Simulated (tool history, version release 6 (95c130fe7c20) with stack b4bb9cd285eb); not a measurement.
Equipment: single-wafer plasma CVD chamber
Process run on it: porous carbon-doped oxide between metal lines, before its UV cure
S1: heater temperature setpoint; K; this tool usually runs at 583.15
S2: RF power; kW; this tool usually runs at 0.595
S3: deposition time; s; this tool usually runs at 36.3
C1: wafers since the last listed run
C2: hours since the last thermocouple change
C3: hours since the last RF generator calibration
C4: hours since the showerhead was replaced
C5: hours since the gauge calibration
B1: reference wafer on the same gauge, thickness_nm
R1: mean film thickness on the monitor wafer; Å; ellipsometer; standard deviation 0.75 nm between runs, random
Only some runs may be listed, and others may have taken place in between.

run	hour	S1	S2	S3	C1	C2	C3	C4	C5	B1	R1
1	0.0	583.15	0.595	36.3	0	1384.7	731.1	3251.4	63.3	203.776	1940.92
2	31.9	583.15	0.595	36.3	1044	1416.6	763.0	3283.3	95.2	203.647	1949.57
3	66.7	583.15	0.595	36.3	1139	1451.4	797.8	3318.1	130.0	203.122	1948.34
4	86.8	583.15	0.595	36.3	657	1471.5	817.9	3338.2	150.1	203.008	1939.23
5	101.7	583.15	0.595	36.3	487	1486.4	832.8	3353.1	165.0	203.075	1937.25
6	135.0	583.15	0.680	36.3	1090	1519.7	866.1	3386.4	198.3	202.872	2091.95
7	166.2	583.15	0.595	36.3	1021	1550.9	897.3	3417.6	229.5	202.379	1940.34
8	184.5	583.15	0.595	36.3	599	1569.2	915.6	3435.9	247.8	202.175	1933.05
9	214.6	583.15	0.595	36.3	985	1599.3	945.7	3466.0	277.9	201.975	1931.18
# hour 226.2: thermocouple changed; heater temperature recalibrated
10	232.7	583.15	0.595	36.3	330	6.5	963.8	3484.1	296.0	201.644	1945.11
11	249.0	583.15	0.595	36.3	533	22.8	980.1	3500.4	312.3	201.600	1932.25
# hour 277.2: showerhead replaced
12	279.3	583.15	0.595	36.3	729	53.1	1010.4	2.1	342.6	201.591	1915.52
# hour 299.1: gauge calibrated
13	309.4	573.15	0.550	36.3	985	83.2	1040.5	32.2	10.3	203.574	1950.55

The next listed run, before its measurement:
# hour 377.4: RF generator calibrated
14	378.1	583.15	0.595	36.3	1986	151.9	0.7	100.9	79.0	?	?

B1: 203.097
R1: 1952.57 Å
If the tool had no hidden condition, the same run with the same run-to-run variation would have returned R1 1962.77 Å.
